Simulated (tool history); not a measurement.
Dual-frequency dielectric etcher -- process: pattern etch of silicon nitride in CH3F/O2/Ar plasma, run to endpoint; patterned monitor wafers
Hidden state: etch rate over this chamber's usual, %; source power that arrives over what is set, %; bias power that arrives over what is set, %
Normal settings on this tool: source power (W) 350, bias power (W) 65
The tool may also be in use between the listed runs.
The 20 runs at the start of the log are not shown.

| run | day | source power (W) | bias power (W) | wafers since the last listed run | hours since the last wet clean | hours since the last source power generator calibration | hours since the last bias power generator calibration | hours since the last upper electrode change | incoming incoming film thickness, nm | endpoint time (s) |
|---|---|---|---|---|---|---|---|---|---|---|
| 21 | 67.788 | 440 | 81 | 1221 | 148.9 | 559.9 | 496.5 | 873.4 | 19.29 | 26 |
| 22 | 69.679 | 290 | 54 | 538 | 194.3 | 605.3 | 541.9 | 918.8 | 19.3 | 36.4 |
| 23 | 71.712 | 440 | 61 | 578 | 243.1 | 654.1 | 590.7 | 967.6 | 19.33 | 29.1 |
| 24 | 75.858 | 350 | 65 | 1180 | 342.6 | 753.6 | 690.2 | 1067.1 | 19.21 | 31.7 |
| 25 | 78.567 | 320 | 51 | 771 | 407.6 | 818.6 | 755.2 | 1132.1 | 19.23 | 35.8 |
| 26 | 82.429 | 350 | 65 | 1099 | 500.3 | 911.3 | 847.9 | 1224.8 | 19.26 | 32.1 |
|  | 86.279 | wet clean of the chamber |
| 27 | 86.3 | 350 | 65 | 817 | 0.5 | 1004.2 | 940.8 | 1317.7 | 19.16 | 30.8 |
| 28 | 89.775 | 350 | 59 | 989 | 83.9 | 1087.6 | 1024.2 | 1401.1 | 19.38 | 32.3 |
| 29 | 91.679 | 350 | 65 | 542 | 129.6 | 1133.3 | 1069.9 | 1446.8 | 19.3 | 30.9 |
| 30 | 95.996 | 350 | 65 | 1229 | 233.2 | 1236.9 | 1173.5 | 1550.4 | 19.4 | 31.6 |
| 31 | 97.567 | 320 | 73 | 447 | 270.9 | 1274.6 | 1211.2 | 1588.1 | 19.42 | 31.6 |
| 32 | 101.8 | 390 | 58 | 1205 | 372.5 | 1376.2 | 1312.8 | 1689.7 | 19.32 | 31.7 |
| 33 | 105.075 | 350 | 65 | 932 | 451.1 | 1454.8 | 1391.4 | 1768.3 | 19.22 | 31.9 |
| 34 | 107.967 | 350 | 65 | 823 | 520.5 | 1524.2 | 1460.8 | 1837.7 | 19.2 | 31.8 |
|  | 109.629 | wet clean of the chamber |
| 35 | 116.183 | 380 | 51 | 2054 | 157.3 | 1721.4 | 1658 | 2034.9 | 19.25 | 33.3 |

Predict each of these 4 candidate next runs independently; none follows another, all start after run 35:
| A | 116.2 | 350 | 65 | 4 | 157.7 | 1721.8 | 1658.4 | 2035.3 | 19.18 | ? |
| B | 116.2 | 310 | 72 | 4 | 157.7 | 1721.8 | 1658.4 | 2035.3 | 19.18 | ? |
| C | 116.2 | 350 | 79 | 4 | 157.7 | 1721.8 | 1658.4 | 2035.3 | 19.18 | ? |
| D | 116.2 | 350 | 78 | 4 | 157.7 | 1721.8 | 1658.4 | 2035.3 | 19.18 | ? |

| run | endpoint time (s) |
|---|---|
| A | 31.2 |
| B | 31.7 |
| C | 29 |
| D | 29.1 |
Without the tool's hidden state the same runs would have given:
| run | endpoint time (s) |
|---|---|
| A | 30.8 |
| B | 31.3 |
| C | 28.6 |
| D | 28.7 |

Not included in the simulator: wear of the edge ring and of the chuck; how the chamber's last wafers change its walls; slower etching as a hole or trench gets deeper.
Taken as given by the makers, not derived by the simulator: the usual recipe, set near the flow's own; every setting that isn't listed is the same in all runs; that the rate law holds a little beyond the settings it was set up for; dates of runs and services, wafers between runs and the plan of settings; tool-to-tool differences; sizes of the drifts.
